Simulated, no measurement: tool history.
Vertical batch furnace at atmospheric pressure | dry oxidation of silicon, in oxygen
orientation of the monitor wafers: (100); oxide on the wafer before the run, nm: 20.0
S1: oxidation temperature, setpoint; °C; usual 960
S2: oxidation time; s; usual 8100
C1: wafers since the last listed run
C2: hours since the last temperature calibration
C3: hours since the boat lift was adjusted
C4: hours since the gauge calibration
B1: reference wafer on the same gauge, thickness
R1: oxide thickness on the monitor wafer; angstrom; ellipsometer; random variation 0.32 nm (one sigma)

run	hour	S1	S2	C1	C2	C3	C4	B1	R1
1	0	960	8100	0	1381.7	850.9	652.4	85.55	733.5
2	94.6	960	8100	1365	1476.3	945.5	747	85.44	729.9
3	192.6	960	8100	1414	1574.3	1043.5	845	85.46	730.8
4	295.3	965	7200	1482	1677	1146.2	947.7	85.46	695.7
5	367.2	965	7200	1037	1748.9	1218.1	1019.6	85.48	699.2
6	409.7	960	8100	613	1791.4	1260.6	1062.1	85.61	720.7
7	510.4	960	8100	1453	1892.1	1361.3	1162.8	85.61	726.4
8	563	960	8100	759	1944.7	1413.9	1215.4	85.66	729.9
9	640.1	960	8100	1112	2021.8	1491	1292.5	85.43	726.5
# hour 657.4: gauge calibrated
# hour 680.4: boat lift adjusted
10	680.9	960	8100	242	2062.6	0.5	23.5	85.59	741.2
11	879.9	960	8100	2872	2261.6	199.5	222.5	85.6	740.6
12	949.9	960	8100	1010	2331.6	269.5	292.5	85.42	736.5
13	1045.3	972	4230	1376	2427	364.9	387.9	85.49	542.3
14	1098.4	969	8100	766	2480.1	418	441	85.56	782.2
15	1200.7	951	10050	1476	2582.4	520.3	543.3	85.58	793.8
16	1300.8	938	9450	1444	2682.5	620.4	643.4	85.56	686
# hour 1573.9: thermocouples replaced and temperature profile calibrated
17	1578.2	935	11100	3657	4.3	897.8	920.8	85.55	708.3
18	1660.4	937	4650	1186	86.5	980	1003	85.49	445
19	1718.5	960	4560	838	144.6	1038.1	1061.1	85.4	517.1
20	1813.2	960	8100	1366	239.3	1132.8	1155.8	85.4	713.1
21	1886.1	984	6840	1052	312.2	1205.7	1228.7	85.58	751.2
22	1981.3	960	5730	1373	407.4	1300.9	1323.9	85.51	586.8
23	2040.2	960	8100	850	466.3	1359.8	1382.8	85.4	712.5
24	2076.7	942	5790	526	502.8	1396.3	1419.3	85.52	512.8

Measured less the same run without the tool's hidden state. The same run-to-run variation is in both; the gauge's scatter may not be:
The hidden state here: true tube temperature minus thermocouple reading, K; monitor wafer colder than the profiled boat position, K; gauge reads high (%).
run	R1
1	+3.9
2	+3.4
3	+2.8
4	+1.7
5	+1.3
6	+1.1
7	+0.4
8	+0
9	-0.7
10	+16.4
11	+14.8
12	+14.2
13	+7.9
14	+12.5
15	+14.8
16	+12.8
17	-16.2
18	-7.4
19	-7.4
20	-11
21	-11.1
22	-8
23	-10.3
24	-7.8
